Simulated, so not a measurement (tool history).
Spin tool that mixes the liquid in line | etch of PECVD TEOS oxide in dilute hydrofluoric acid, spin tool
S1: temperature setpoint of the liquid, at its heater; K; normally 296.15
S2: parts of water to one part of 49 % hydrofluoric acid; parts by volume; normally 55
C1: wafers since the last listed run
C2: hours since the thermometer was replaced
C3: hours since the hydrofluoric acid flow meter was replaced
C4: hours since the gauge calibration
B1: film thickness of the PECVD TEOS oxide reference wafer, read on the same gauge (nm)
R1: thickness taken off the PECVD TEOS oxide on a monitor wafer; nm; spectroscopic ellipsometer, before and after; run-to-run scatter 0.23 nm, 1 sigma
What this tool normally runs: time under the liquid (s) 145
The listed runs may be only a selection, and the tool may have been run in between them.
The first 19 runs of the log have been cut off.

{"run": 20, "hour": 895.5, "S1": 296.15, "S2": 55, "time under the liquid (s)": 145, "C1": 223, "C2": 371.3, "C3": 273.2, "C4": 629.3, "B1": 120.0, "R1": 41.5}
{"run": 21, "hour": 947.8, "S1": 292.15, "S2": 75, "time under the liquid (s)": 200, "C1": 413, "C2": 423.6, "C3": 325.5, "C4": 681.6, "B1": 120.01, "R1": 34.67}
{"run": 22, "hour": 1103.2, "S1": 296.15, "S2": 70, "time under the liquid (s)": 70, "C1": 1227, "C2": 579.0, "C3": 480.9, "C4": 837.0, "B1": 120.02, "R1": 15.27}
{"run": 23, "hour": 1141.5, "S1": 296.15, "S2": 55, "time under the liquid (s)": 145, "C1": 302, "C2": 617.3, "C3": 519.2, "C4": 875.3, "B1": 120.03, "R1": 41.42}
{"run": 24, "hour": 1204.4, "S1": 296.15, "S2": 55, "time under the liquid (s)": 145, "C1": 496, "C2": 680.2, "C3": 582.1, "C4": 938.2, "B1": 120.0, "R1": 41.77}
{"run": 25, "hour": 1242.6, "S1": 296.15, "S2": 25, "time under the liquid (s)": 115, "C1": 301, "C2": 718.4, "C3": 620.3, "C4": 976.4, "B1": 120.01, "R1": 75.2}
{"run": 26, "hour": 1299.7, "S1": 296.15, "S2": 45, "time under the liquid (s)": 85, "C1": 451, "C2": 775.5, "C3": 677.4, "C4": 1033.5, "B1": 120.0, "R1": 30.32}
{"run": 27, "hour": 1348.5, "S1": 296.15, "S2": 55, "time under the liquid (s)": 145, "C1": 385, "C2": 824.3, "C3": 726.2, "C4": 1082.3, "B1": 120.0, "R1": 42.04}
{"run": 28, "hour": 1406.3, "S1": 296.15, "S2": 85, "time under the liquid (s)": 110, "C1": 456, "C2": 882.1, "C3": 784.0, "C4": 1140.1, "B1": 119.98, "R1": 19.81}
{"run": 29, "hour": 1464.3, "S1": 296.15, "S2": 80, "time under the liquid (s)": 65, "C1": 458, "C2": 940.1, "C3": 842.0, "C4": 1198.1, "B1": 119.98, "R1": 12.55}
{"run": 30, "hour": 1505.2, "S1": 298.65, "S2": 55, "time under the liquid (s)": 145, "C1": 323, "C2": 981.0, "C3": 882.9, "C4": 1239.0, "B1": 120.0, "R1": 46.59}
{"run": 31, "hour": 1545.9, "S1": 292.65, "S2": 45, "time under the liquid (s)": 145, "C1": 321, "C2": 1021.7, "C3": 923.6, "C4": 1279.7, "B1": 120.01, "R1": 45.48}
{"run": 32, "hour": 1605.4, "S1": 296.15, "S2": 55, "time under the liquid (s)": 145, "C1": 470, "C2": 1081.2, "C3": 983.1, "C4": 1339.2, "B1": 120.01, "R1": 42.53}

Consider 5 possible next runs. They are alternatives, not a sequence: every one starts from the tool as it was left by run 32. What does each give?
{"run": "A", "hour": 1605.9, "S1": 296.15, "S2": 55, "time under the liquid (s)": 145, "C1": 3, "C2": 1081.7, "C3": 983.6, "C4": 1339.7, "B1": "?", "R1": "?"}
{"run": "B", "hour": 1605.9, "S1": 300.65, "S2": 55, "time under the liquid (s)": 170, "C1": 3, "C2": 1081.7, "C3": 983.6, "C4": 1339.7, "B1": "?", "R1": "?"}
{"run": "C", "hour": 1605.9, "S1": 293.65, "S2": 65, "time under the liquid (s)": 185, "C1": 3, "C2": 1081.7, "C3": 983.6, "C4": 1339.7, "B1": "?", "R1": "?"}
{"run": "D", "hour": 1605.9, "S1": 296.15, "S2": 55, "time under the liquid (s)": 100, "C1": 3, "C2": 1081.7, "C3": 983.6, "C4": 1339.7, "B1": "?", "R1": "?"}
{"run": "E", "hour": 1605.9, "S1": 292.65, "S2": 55, "time under the liquid (s)": 215, "C1": 3, "C2": 1081.7, "C3": 983.6, "C4": 1339.7, "B1": "?", "R1": "?"}

run=A B1=120.01 R1=42.20
run=B B1=120.01 R1=59.29
run=C B1=120.01 R1=40.57
run=D B1=120.01 R1=29.10
run=E B1=120.01 R1=54.10
Without the tool's hidden state the same runs would have given:
run=A R1=40.46
run=B R1=56.94
run=C R1=38.88
run=D R1=27.90
run=E R1=51.81

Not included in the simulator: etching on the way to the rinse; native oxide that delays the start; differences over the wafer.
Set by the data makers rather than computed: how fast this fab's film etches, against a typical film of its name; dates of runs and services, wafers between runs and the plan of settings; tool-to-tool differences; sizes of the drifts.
